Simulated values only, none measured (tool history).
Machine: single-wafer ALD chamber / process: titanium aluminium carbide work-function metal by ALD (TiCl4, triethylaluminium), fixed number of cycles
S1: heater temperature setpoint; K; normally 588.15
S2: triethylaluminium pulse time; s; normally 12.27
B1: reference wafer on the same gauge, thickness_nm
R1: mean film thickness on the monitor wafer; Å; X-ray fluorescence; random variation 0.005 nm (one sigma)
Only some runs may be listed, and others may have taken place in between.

{"run": 1, "hour": 0.0, "S1": 588.15, "S2": 12.27, "B1": 1.69, "R1": 19.13}
{"run": 2, "hour": 14.0, "S1": 588.15, "S2": 12.27, "B1": 1.691, "R1": 19.08}
{"run": 3, "hour": 22.9, "S1": 588.15, "S2": 12.27, "B1": 1.689, "R1": 19.18}
{"run": 4, "hour": 32.0, "S1": 588.15, "S2": 12.27, "B1": 1.689, "R1": 19.03}
{"run": 5, "hour": 41.2, "S1": 588.15, "S2": 12.27, "B1": 1.689, "R1": 19.06}
{"run": 6, "hour": 51.3, "S1": 599.15, "S2": 12.27, "B1": 1.691, "R1": 19.8}
{"run": 7, "hour": 61.1, "S1": 578.15, "S2": 12.27, "B1": 1.69, "R1": 18.46}
{"run": 8, "hour": 71.2, "S1": 588.15, "S2": 12.27, "B1": 1.69, "R1": 19.14}
{"hour": 84.5, "done": "gauge calibrated"}
{"hour": 92.7, "done": "thermocouple changed; heater temperature recalibrated"}
{"run": 9, "hour": 93.2, "S1": 588.15, "S2": 12.27, "B1": 1.692, "R1": 19.05}
{"run": 10, "hour": 93.5, "S1": 595.15, "S2": 12.27, "B1": 1.688, "R1": 19.6}
{"run": 11, "hour": 110.5, "S1": 588.15, "S2": 12.27, "B1": 1.687, "R1": 19.13}
{"run": 12, "hour": 150.0, "S1": 577.15, "S2": 9.94, "B1": 1.69, "R1": 17.64}
{"run": 13, "hour": 161.2, "S1": 601.15, "S2": 10.24, "B1": 1.688, "R1": 19.44}
{"hour": 174.3, "done": "showerhead replaced, of another model than before"}
{"run": 14, "hour": 178.3, "S1": 588.15, "S2": 14.31, "B1": 1.689, "R1": 18.49}
{"hour": 197.3, "done": "triethylaluminium bottle replaced"}
{"run": 15, "hour": 197.8, "S1": 588.15, "S2": 12.27, "B1": 1.689, "R1": 19.78}
{"run": 16, "hour": 208.2, "S1": 603.15, "S2": 16.54, "B1": 1.69, "R1": 21.23}
{"run": 17, "hour": 224.5, "S1": 600.15, "S2": 8.25, "B1": 1.689, "R1": 18.52}
{"run": 18, "hour": 236.2, "S1": 601.15, "S2": 9.01, "B1": 1.691, "R1": 19.31}
{"run": 19, "hour": 250.5, "S1": 588.15, "S2": 12.27, "B1": 1.69, "R1": 19.69}

Predict each of these 3 candidate next runs independently; none follows another, all start after run 19:
{"run": "A", "hour": 250.9, "S1": 588.15, "S2": 12.27, "B1": "?", "R1": "?"}
{"run": "B", "hour": 250.9, "S1": 598.15, "S2": 10.77, "B1": "?", "R1": "?"}
{"run": "C", "hour": 250.9, "S1": 574.15, "S2": 12.27, "B1": "?", "R1": "?"}

run=A B1=1.690 R1=19.82
run=B B1=1.690 R1=20.13
run=C B1=1.690 R1=18.79
Had the tool no hidden state, the same runs would have come out as:
run=A R1=19.99
run=B R1=20.41
run=C R1=18.95

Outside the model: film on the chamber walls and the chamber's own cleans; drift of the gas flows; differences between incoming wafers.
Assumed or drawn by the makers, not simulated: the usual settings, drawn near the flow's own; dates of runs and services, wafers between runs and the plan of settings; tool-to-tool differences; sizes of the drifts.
